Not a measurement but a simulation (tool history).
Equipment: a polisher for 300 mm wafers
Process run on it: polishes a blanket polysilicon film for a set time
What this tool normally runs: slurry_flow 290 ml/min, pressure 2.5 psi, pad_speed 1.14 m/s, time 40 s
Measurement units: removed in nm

run,day,slurry_flow,pressure,pad_speed,time,"incoming thickness of the incoming film, nm",removed
1,0,290,2.5,1.14,35,943.1,237.7
# day 0.942: head pressure recalibrated
2,2.562,290,2.5,1.14,35,933.2,237.8
# day 3.217: worn pad replaced by a new one
3,5.417,290,2.5,1.14,35,936.5,239
4,7.288,290,2.5,1.14,40,926.3,273.1
# day 9: slurry nozzle cleaned
5,9.792,290,2.5,1.14,40,953,274.7
6,11.421,290,2.5,1.14,40,945.4,270.9
7,12.912,290,2.5,1.14,40,932.8,269.4
8,15.3,290,2.5,1.14,40,942.6,271.9
9,17.579,290,2.5,1.14,40,924.8,271.8
10,18.738,290,2.5,1.14,40,939,268.4
11,20.25,330,2.5,1.14,40,921.3,272.5
12,21.433,330,2.5,1.14,40,945.7,274.2
13,23.004,290,2.5,1.14,51,946.3,349.9
14,24.4,290,2.5,1.14,40,950.8,275.3
# day 26.321: worn pad replaced by a new one
15,26.442,330,2.5,0.92,40,938.4,228.3
16,29.188,365,2.2,0.76,40,937.6,183.8
17,30.604,290,2.5,0.88,28,922.9,155.3
# day 31.529: slurry nozzle cleaned
18,33.242,290,2.5,1.14,53,927.9,360.9
# day 33.804: head pressure recalibrated
19,35.925,290,2.5,1.14,40,942.4,268.4
20,38.042,290,2.5,1.14,40,940.9,274.1
21,39.338,290,2.5,1.14,40,945.1,266.1
22,41.558,290,2.5,0.88,28,945.7,154.1
23,42.983,290,2.5,1.14,40,944,265.4
24,44.958,290,2.5,1.14,40,938.3,271.6
25,46.933,240,2.5,1.14,40,943.1,265.9
26,48.804,290,2.5,1.14,40,928.4,269.2
# day 49.129: worn pad replaced by a new one
27,54.912,290,2.5,0.84,44,939.1,240.1
# day 55.208: slurry nozzle cleaned
28,57.767,290,1.6,1.14,40,941.3,194.2
29,59.079,290,2.5,0.8,48,938.5,243.6
30,61.279,375,3.2,1.14,31,958.3,258.6
31,64.046,245,2.5,1.14,45,941.5,300.8
# day 65.642: head pressure recalibrated
32,66.196,225,2.5,1.14,40,918.7,269.6
# day 67.967: worn pad replaced by a new one
33,68.292,290,3.1,1.28,40,933.9,351.5
34,69.438,290,1.6,0.98,40,957.9,171.2
35,71.029,190,3,1.14,40,927,306.4
# day 79.283: slurry nozzle cleaned
36,79.408,290,2.5,1.14,40,938.1,267.5

Run-by-run hidden state of the tool:
removal rate lost through wear of the pad, %: 0 in every run
slurry flow missing at the pad, %: 0 in every run
deviation of the head's pressure from its setpoint, %: 0 in every run

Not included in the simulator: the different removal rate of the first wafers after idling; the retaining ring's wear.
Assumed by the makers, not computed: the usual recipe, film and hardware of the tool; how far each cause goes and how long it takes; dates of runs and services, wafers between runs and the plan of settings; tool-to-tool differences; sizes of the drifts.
